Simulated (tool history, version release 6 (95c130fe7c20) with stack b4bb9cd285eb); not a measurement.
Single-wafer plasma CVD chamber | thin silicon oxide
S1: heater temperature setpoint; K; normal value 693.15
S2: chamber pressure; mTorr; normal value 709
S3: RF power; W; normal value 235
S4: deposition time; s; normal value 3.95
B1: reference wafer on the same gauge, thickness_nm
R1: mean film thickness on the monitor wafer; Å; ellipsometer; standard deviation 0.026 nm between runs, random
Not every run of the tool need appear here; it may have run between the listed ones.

run,hour,S1,S2,S3,S4,B1,R1
1,0,690.15,709,235,3.95,6.255,58.2
2,70.3,690.15,709,235,3.95,6.264,58.67
3,116.6,690.15,709,235,3.95,6.259,58.27
4,205.9,701.15,709,235,4.43,6.264,64.38
5,249.1,701.15,709,235,4.43,6.258,64.52
6,311.8,701.15,709,235,4.43,6.255,64.55
7,360.8,703.15,630,235,3.95,6.26,53.67
8,437.3,703.15,630,235,3.95,6.26,53.35
9,493.8,693.15,709,235,3.95,6.261,57.33
10,588.5,693.15,709,235,3.95,6.26,57.55
11,678.9,693.15,709,235,3.95,6.259,57.29
12,721.6,693.15,709,235,3.95,6.264,57.35
13,803.2,693.15,709,235,3.95,6.26,57.87
14,902.9,693.15,709,235,3.95,6.256,57.64
# hour 934.2: showerhead replaced
# hour 983.6: gauge calibrated
15,999.9,693.15,583,235,4.52,6.262,58.63
16,1041.4,693.15,709,235,3.95,6.265,57.8
# hour 1071.5: RF generator calibrated
17,1088.1,693.15,819,210,3.95,6.259,61.74
# hour 1137.1: capacitance manometer re-zeroed and calibrated
18,1151.4,693.15,819,235,3.95,6.258,67.45
19,1195,693.15,709,215,3.39,6.256,50.95
20,1294.3,693.15,709,235,4.46,6.26,68.94
# hour 1303.2: thermocouple changed; heater temperature recalibrated
21,1371.5,680.15,709,235,3.95,6.258,61.3
22,1444.9,693.15,709,235,4.33,6.26,66.38
23,1541.7,693.15,709,235,3.95,6.258,60.07
24,1603.9,693.15,709,250,4.73,6.258,73.64
25,1688.9,693.15,709,235,3.95,6.259,60.03
26,1732.7,697.15,851,235,3.73,6.26,63.14
27,1822.8,688.15,554,235,3.95,6.265,51.86
28,1907.4,693.15,709,235,3.19,6.261,48.24

What if the next run were any one of these 3? Each begins from the tool's condition after run 28:
A,1907.8,693.15,709,270,3.95,?,?
B,1907.8,693.15,709,220,3.36,?,?
C,1907.8,706.15,587,235,3.95,?,?

run,B1,R1
A,6.256,62.86
B,6.256,48.71
C,6.256,52.44
Stripped of hidden state, with their random variation kept, the same runs would have yielded:
run,R1
A,66.05
B,51.28
C,55.25
